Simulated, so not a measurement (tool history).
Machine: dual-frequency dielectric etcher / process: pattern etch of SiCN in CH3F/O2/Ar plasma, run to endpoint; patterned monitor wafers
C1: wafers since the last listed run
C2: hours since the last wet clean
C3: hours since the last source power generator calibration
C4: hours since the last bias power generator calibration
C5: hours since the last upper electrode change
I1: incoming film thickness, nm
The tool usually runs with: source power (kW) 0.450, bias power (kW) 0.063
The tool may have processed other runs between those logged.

run 1 day=0.000 | source_power_(kW)=0.520 bias_power_(kW)=0.063 | C1=0 C2=302.7 C3=4040.8 C4=1975.2 C5=1792.9 | I1=12.44 | endpoint_time_(s)=28.3
run 2 day=3.079 | source_power_(kW)=0.430 bias_power_(kW)=0.063 | C1=638 C2=376.6 C3=4114.7 C4=2049.1 C5=1866.8 | I1=12.24 | endpoint_time_(s)=30.9
run 3 day=7.192 | source_power_(kW)=0.430 bias_power_(kW)=0.063 | C1=852 C2=475.3 C3=4213.4 C4=2147.8 C5=1965.5 | I1=12.38 | endpoint_time_(s)=30.9
run 4 day=10.538 | source_power_(kW)=0.430 bias_power_(kW)=0.063 | C1=693 C2=555.6 C3=4293.7 C4=2228.1 C5=2045.8 | I1=12.29 | endpoint_time_(s)=30.6
-- day=11.646 wet clean of the chamber
run 5 day=14.088 | source_power_(kW)=0.500 bias_power_(kW)=0.068 | C1=528 C2=58.6 C3=4378.9 C4=2313.3 C5=2131.0 | I1=12.40 | endpoint_time_(s)=28.6
run 6 day=16.267 | source_power_(kW)=0.510 bias_power_(kW)=0.063 | C1=451 C2=110.9 C3=4431.2 C4=2365.6 C5=2183.3 | I1=12.43 | endpoint_time_(s)=28.8
run 7 day=18.992 | source_power_(kW)=0.510 bias_power_(kW)=0.063 | C1=565 C2=176.3 C3=4496.6 C4=2431.0 C5=2248.7 | I1=12.39 | endpoint_time_(s)=29.1
-- day=25.958 source power generator calibrated
run 8 day=31.054 | source_power_(kW)=0.510 bias_power_(kW)=0.063 | C1=2466 C2=465.8 C3=122.3 C4=2720.5 C5=2538.2 | I1=12.41 | endpoint_time_(s)=28.1
-- day=33.608 wet clean of the chamber
run 9 day=34.338 | source_power_(kW)=0.450 bias_power_(kW)=0.071 | C1=473 C2=17.5 C3=201.1 C4=2799.3 C5=2617.0 | I1=12.35 | endpoint_time_(s)=29.4
-- day=37.492 upper electrode replaced
run 10 day=37.562 | source_power_(kW)=0.450 bias_power_(kW)=0.071 | C1=461 C2=94.9 C3=278.5 C4=2876.7 C5=1.7 | I1=12.53 | endpoint_time_(s)=29.9
-- day=41.729 bias power generator calibrated
run 11 day=41.754 | source_power_(kW)=0.450 bias_power_(kW)=0.071 | C1=834 C2=195.5 C3=379.1 C4=0.6 C5=102.3 | I1=12.36 | endpoint_time_(s)=29.3
run 12 day=46.012 | source_power_(kW)=0.450 bias_power_(kW)=0.063 | C1=883 C2=297.7 C3=481.3 C4=102.8 C5=204.5 | I1=12.30 | endpoint_time_(s)=30.0
run 13 day=48.096 | source_power_(kW)=0.490 bias_power_(kW)=0.063 | C1=432 C2=347.7 C3=531.3 C4=152.8 C5=254.5 | I1=12.46 | endpoint_time_(s)=28.5
run 14 day=50.325 | source_power_(kW)=0.510 bias_power_(kW)=0.052 | C1=462 C2=401.2 C3=584.8 C4=206.3 C5=308.0 | I1=12.44 | endpoint_time_(s)=30.1
-- day=54.292 wet clean of the chamber
run 15 day=54.388 | source_power_(kW)=0.510 bias_power_(kW)=0.050 | C1=635 C2=2.3 C3=682.3 C4=303.8 C5=405.5 | I1=12.39 | endpoint_time_(s)=31.7
run 16 day=58.042 | source_power_(kW)=0.450 bias_power_(kW)=0.063 | C1=757 C2=90.0 C3=770.0 C4=391.5 C5=493.2 | I1=12.44 | endpoint_time_(s)=31.4
run 17 day=61.133 | source_power_(kW)=0.360 bias_power_(kW)=0.056 | C1=641 C2=164.2 C3=844.2 C4=465.7 C5=567.4 | I1=12.32 | endpoint_time_(s)=36.9
run 18 day=64.633 | source_power_(kW)=0.430 bias_power_(kW)=0.063 | C1=725 C2=248.2 C3=928.2 C4=549.7 C5=651.4 | I1=12.48 | endpoint_time_(s)=31.8
run 19 day=66.367 | source_power_(kW)=0.340 bias_power_(kW)=0.076 | C1=359 C2=289.8 C3=969.8 C4=591.3 C5=693.0 | I1=12.27 | endpoint_time_(s)=33.5
run 20 day=69.638 | source_power_(kW)=0.450 bias_power_(kW)=0.052 | C1=678 C2=368.3 C3=1048.3 C4=669.8 C5=771.5 | I1=12.22 | endpoint_time_(s)=31.3
run 21 day=72.550 | source_power_(kW)=0.450 bias_power_(kW)=0.075 | C1=603 C2=438.2 C3=1118.2 C4=739.7 C5=841.4 | I1=12.33 | endpoint_time_(s)=27.5
run 22 day=74.346 | source_power_(kW)=0.350 bias_power_(kW)=0.070 | C1=372 C2=481.3 C3=1161.3 C4=782.8 C5=884.5 | I1=12.27 | endpoint_time_(s)=33.8
run 23 day=78.642 | source_power_(kW)=0.340 bias_power_(kW)=0.075 | C1=890 C2=584.4 C3=1264.4 C4=885.9 C5=987.6 | I1=12.40 | endpoint_time_(s)=33.5
-- day=79.779 wet clean of the chamber
run 24 day=81.004 | source_power_(kW)=0.520 bias_power_(kW)=0.077 | C1=282 C2=29.4 C3=1321.1 C4=942.6 C5=1044.3 | I1=12.48 | endpoint_time_(s)=27.2

For each run, the measured value with the value that run would have given without the tool's hidden condition subtracted. The run-to-run variation is shared by both, the gauge scatter possibly not:
The hidden state here: etch rate over this chamber's usual, %; source power that arrives over what is set, %; bias power that arrives over what is set, %.
run=1 endpoint_time_(s)=-0.7
run=2 endpoint_time_(s)=-0.9
run=3 endpoint_time_(s)=-1.2
run=4 endpoint_time_(s)=-1.4
run=5 endpoint_time_(s)=+0.0
run=6 endpoint_time_(s)=-0.2
run=7 endpoint_time_(s)=-0.3
run=8 endpoint_time_(s)=-1.1
run=9 endpoint_time_(s)=-0.2
run=10 endpoint_time_(s)=-0.4
run=11 endpoint_time_(s)=-0.6
run=12 endpoint_time_(s)=-0.9
run=13 endpoint_time_(s)=-1.1
run=14 endpoint_time_(s)=-1.2
run=15 endpoint_time_(s)=-0.1
run=16 endpoint_time_(s)=-0.3
run=17 endpoint_time_(s)=-0.5
run=18 endpoint_time_(s)=-0.7
run=19 endpoint_time_(s)=-0.9
run=20 endpoint_time_(s)=-1.1
run=21 endpoint_time_(s)=-1.1
run=22 endpoint_time_(s)=-1.5
run=23 endpoint_time_(s)=-1.8
run=24 endpoint_time_(s)=+0.0
